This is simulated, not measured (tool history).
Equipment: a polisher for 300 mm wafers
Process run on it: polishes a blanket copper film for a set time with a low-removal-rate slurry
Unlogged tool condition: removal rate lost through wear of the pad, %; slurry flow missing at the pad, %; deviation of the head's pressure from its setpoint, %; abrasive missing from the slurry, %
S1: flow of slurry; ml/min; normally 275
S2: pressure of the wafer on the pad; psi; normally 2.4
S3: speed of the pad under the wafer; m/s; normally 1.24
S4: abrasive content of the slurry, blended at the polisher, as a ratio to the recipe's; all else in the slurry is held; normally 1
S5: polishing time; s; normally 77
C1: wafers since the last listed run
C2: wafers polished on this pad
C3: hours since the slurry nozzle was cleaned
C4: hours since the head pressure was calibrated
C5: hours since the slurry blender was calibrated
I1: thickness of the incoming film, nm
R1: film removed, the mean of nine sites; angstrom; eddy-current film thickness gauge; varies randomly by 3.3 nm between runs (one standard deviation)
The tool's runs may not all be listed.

Run 1, hour 0: usual settings but S3 0.96 m/s; C1 0; C2 353; C3 652.7; C4 987.2; C5 43.5; I1 674. Result: R1 1854 angstrom.
Run 2, hour 26.4: usual settings but S3 0.96 m/s; C1 310; C2 664; C3 679.1; C4 1013.6; C5 69.9; I1 674.1. Result: R1 1772 angstrom.
Run 3, hour 40.2: usual settings; C1 162; C2 827; C3 692.9; C4 1027.4; C5 83.7; I1 682.1. Result: R1 2271 angstrom.
At hour 59.8: worn pad replaced by a new one.
At hour 61.6: slurry blender recalibrated.
Run 4, hour 73.2: usual settings; C1 320; C2 136; C3 725.9; C4 1060.4; C5 11.6; I1 691.9. Result: R1 2340 angstrom.
Run 5, hour 93: usual settings; C1 233; C2 370; C3 745.7; C4 1080.2; C5 31.4; I1 685.2. Result: R1 2226 angstrom.
Run 6, hour 128.4: usual settings; C1 416; C2 786; C3 781.1; C4 1115.6; C5 66.8; I1 678.6. Result: R1 2204 angstrom.
At hour 144.6: worn pad replaced by a new one.
Run 7, hour 145.1: usual settings; C1 149; C2 5; C3 797.8; C4 1132.3; C5 83.5; I1 666.2. Result: R1 2281 angstrom.
At hour 169.9: slurry nozzle cleaned.
Run 8, hour 173.7: usual settings but S1 300 ml/min; C1 325; C2 330; C3 3.8; C4 1160.9; C5 112.1; I1 673.6. Result: R1 2637 angstrom.
At hour 180.9: slurry blender recalibrated.
Run 9, hour 199.2: usual settings; C1 276; C2 607; C3 29.3; C4 1186.4; C5 18.3; I1 684.2. Result: R1 2573 angstrom.
Run 10, hour 213.1: usual settings; C1 163; C2 770; C3 43.2; C4 1200.3; C5 32.2; I1 667.3. Result: R1 2578 angstrom.
Run 11, hour 229.6: usual settings but S1 210 ml/min; C1 194; C2 965; C3 59.7; C4 1216.8; C5 48.7; I1 686.5. Result: R1 2390 angstrom.
At hour 250: worn pad replaced by a new one.
Run 12, hour 255.9: usual settings but S1 335 ml/min, S2 3.1 psi; C1 262; C2 69; C3 86; C4 1243.1; C5 75; I1 687.8. Result: R1 3148 angstrom.
Run 13, hour 275: usual settings but S2 2.8 psi, S4 1.25; C1 224; C2 294; C3 105.1; C4 1262.2; C5 94.1; I1 675.7. Result: R1 3017 angstrom.
At hour 290.9: slurry blender recalibrated.
Run 14, hour 309.3: usual settings; C1 380; C2 675; C3 139.4; C4 1296.5; C5 18.4; I1 693. Result: R1 2445 angstrom.
Run 15, hour 342: usual settings; C1 385; C2 1060; C3 172.1; C4 1329.2; C5 51.1; I1 686. Result: R1 2374 angstrom.
At hour 353.5: worn pad replaced by a new one.
Run 16, hour 364.5: usual settings but S1 365 ml/min, S3 0.92 m/s, S4 1.15, S5 66 s; C1 217; C2 129; C3 194.6; C4 1351.7; C5 73.6; I1 678.4. Result: R1 1799 angstrom.
At hour 375.3: head pressure recalibrated.
Run 17, hour 381.3: usual settings but S1 355 ml/min; C1 174; C2 303; C3 211.4; C4 6; C5 90.4; I1 678.6. Result: R1 2700 angstrom.
At hour 389.9: slurry blender recalibrated.
Run 18, hour 395.7: usual settings but S1 340 ml/min, S2 2.6 psi, S3 1.36 m/s; C1 146; C2 449; C3 225.8; C4 20.4; C5 5.8; I1 681.7. Result: R1 2966 angstrom.
Run 19, hour 413.3: usual settings; C1 207; C2 657; C3 243.4; C4 38; C5 23.4; I1 672.4. Result: R1 2549 angstrom.
Run 20, hour 437.4: usual settings but S1 305 ml/min, S2 3 psi, S4 0.75; C1 283; C2 940; C3 267.5; C4 62.1; C5 47.5; I1 686.7. Result: R1 2695 angstrom.
At hour 444.4: worn pad replaced by a new one.
Run 21, hour 457.7: usual settings; C1 191; C2 157; C3 287.8; C4 82.4; C5 67.8; I1 668.9. Result: R1 2599 angstrom.
Run 22, hour 489.4: usual settings but S2 1.6 psi, S4 0.9, S5 59 s; C1 373; C2 530; C3 319.5; C4 114.1; C5 99.5; I1 673.7. Result: R1 1518 angstrom.

Forecast each of these 4 alternatives for the next run:
Run A, hour 489.8: usual settings; C1 4; C2 535; C3 319.9; C4 114.5; C5 99.9; I1 682.7. Result: R1 ?.
Run B, hour 489.8: usual settings but S4 0.75; C1 4; C2 535; C3 319.9; C4 114.5; C5 99.9; I1 682.7. Result: R1 ?.
Run C, hour 489.8: usual settings but S3 0.98 m/s; C1 4; C2 535; C3 319.9; C4 114.5; C5 99.9; I1 682.7. Result: R1 ?.
Run D, hour 489.8: usual settings but S1 220 ml/min; C1 4; C2 535; C3 319.9; C4 114.5; C5 99.9; I1 682.7. Result: R1 ?.

run    R1
  A  2516
  B  2370
  C  1988
  D  2425
With no hidden state in the tool, these same runs would have given:
run    R1
  A  2660
  B  2506
  C  2102
  D  2588
